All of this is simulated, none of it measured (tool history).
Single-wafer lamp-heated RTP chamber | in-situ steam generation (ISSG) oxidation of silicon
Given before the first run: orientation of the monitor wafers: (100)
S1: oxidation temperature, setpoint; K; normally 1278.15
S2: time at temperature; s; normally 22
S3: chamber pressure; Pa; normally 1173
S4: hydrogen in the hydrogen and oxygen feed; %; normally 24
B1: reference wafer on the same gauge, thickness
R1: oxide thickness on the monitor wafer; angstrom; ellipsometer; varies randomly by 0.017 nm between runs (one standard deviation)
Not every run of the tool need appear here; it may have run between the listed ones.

{"run": 1, "day": 0.0, "S1": 1278.15, "S2": 22, "S3": 1293, "S4": 24, "B1": 5.876, "R1": 57.25}
{"run": 2, "day": 2.067, "S1": 1278.15, "S2": 22, "S3": 1293, "S4": 24, "B1": 5.865, "R1": 57.38}
{"run": 3, "day": 6.608, "S1": 1278.15, "S2": 22, "S3": 1307, "S4": 24, "B1": 5.86, "R1": 57.14}
{"run": 4, "day": 8.25, "S1": 1278.15, "S2": 22, "S3": 1307, "S4": 24, "B1": 5.847, "R1": 57.19}
{"run": 5, "day": 10.958, "S1": 1278.15, "S2": 22, "S3": 1307, "S4": 24, "B1": 5.845, "R1": 57.19}
{"run": 6, "day": 12.504, "S1": 1278.15, "S2": 22, "S3": 1173, "S4": 24, "B1": 5.845, "R1": 58.16}
{"run": 7, "day": 14.138, "S1": 1278.15, "S2": 22, "S3": 1173, "S4": 24, "B1": 5.842, "R1": 57.81}
{"day": 15.342, "done": "pyrometer window cleaned and pyrometer calibrated"}
{"run": 8, "day": 16.967, "S1": 1278.15, "S2": 22, "S3": 1173, "S4": 24, "B1": 5.837, "R1": 57.87}
{"run": 9, "day": 19.504, "S1": 1278.15, "S2": 22, "S3": 1173, "S4": 24, "B1": 5.83, "R1": 57.82}
{"run": 10, "day": 21.025, "S1": 1278.15, "S2": 22, "S3": 1173, "S4": 24, "B1": 5.833, "R1": 57.7}
{"run": 11, "day": 23.688, "S1": 1278.15, "S2": 22, "S3": 1173, "S4": 24, "B1": 5.835, "R1": 57.77}
{"run": 12, "day": 26.267, "S1": 1295.15, "S2": 20, "S3": 1360, "S4": 32, "B1": 5.827, "R1": 62.28}
{"run": 13, "day": 29.212, "S1": 1283.15, "S2": 19, "S3": 1227, "S4": 24, "B1": 5.832, "R1": 54.99}
{"day": 30.871, "done": "hydrogen flow controller replaced"}
{"day": 33.738, "done": "gauge calibrated"}
{"run": 14, "day": 36.029, "S1": 1278.15, "S2": 22, "S3": 1173, "S4": 24, "B1": 5.925, "R1": 58.63}
{"run": 15, "day": 37.092, "S1": 1278.15, "S2": 25, "S3": 1173, "S4": 19, "B1": 5.919, "R1": 59.63}
{"day": 38.017, "done": "pressure gauge zeroed"}
{"run": 16, "day": 38.512, "S1": 1286.15, "S2": 26, "S3": 1307, "S4": 30, "B1": 5.919, "R1": 67.99}
{"run": 17, "day": 41.008, "S1": 1288.15, "S2": 29, "S3": 1280, "S4": 16, "B1": 5.893, "R1": 63.53}
{"run": 18, "day": 42.167, "S1": 1278.15, "S2": 22, "S3": 1173, "S4": 24, "B1": 5.891, "R1": 58.49}
{"run": 19, "day": 45.133, "S1": 1268.15, "S2": 16, "S3": 1267, "S4": 18, "B1": 5.875, "R1": 44.93}
{"run": 20, "day": 47.012, "S1": 1278.15, "S2": 22, "S3": 1280, "S4": 24, "B1": 5.876, "R1": 57.81}
{"run": 21, "day": 48.742, "S1": 1278.15, "S2": 22, "S3": 1173, "S4": 24, "B1": 5.865, "R1": 58.46}
{"run": 22, "day": 50.029, "S1": 1278.15, "S2": 22, "S3": 1173, "S4": 24, "B1": 5.865, "R1": 57.79}

Measured minus without-hidden-state, run by run (identical run-to-run variation in each term; gauge scatter may differ):
What the log doesn't record here: true wafer temperature minus pyrometer reading, K; true pressure minus gauge reading, Torr; deviation of the hydrogen flow from its setpoint, %; gauge reads high (%).
run=1 R1=-0.67
run=2 R1=-0.73
run=3 R1=-0.85
run=4 R1=-0.88
run=5 R1=-0.92
run=6 R1=-0.96
run=7 R1=-0.99
run=8 R1=-1.02
run=9 R1=-1.04
run=10 R1=-1.06
run=11 R1=-1.08
run=12 R1=-1.18
run=13 R1=-1.06
run=14 R1=-0.13
run=15 R1=-0.2
run=16 R1=-0.34
run=17 R1=-0.46
run=18 R1=-0.49
run=19 R1=-0.47
run=20 R1=-0.67
run=21 R1=-0.74
run=22 R1=-0.76

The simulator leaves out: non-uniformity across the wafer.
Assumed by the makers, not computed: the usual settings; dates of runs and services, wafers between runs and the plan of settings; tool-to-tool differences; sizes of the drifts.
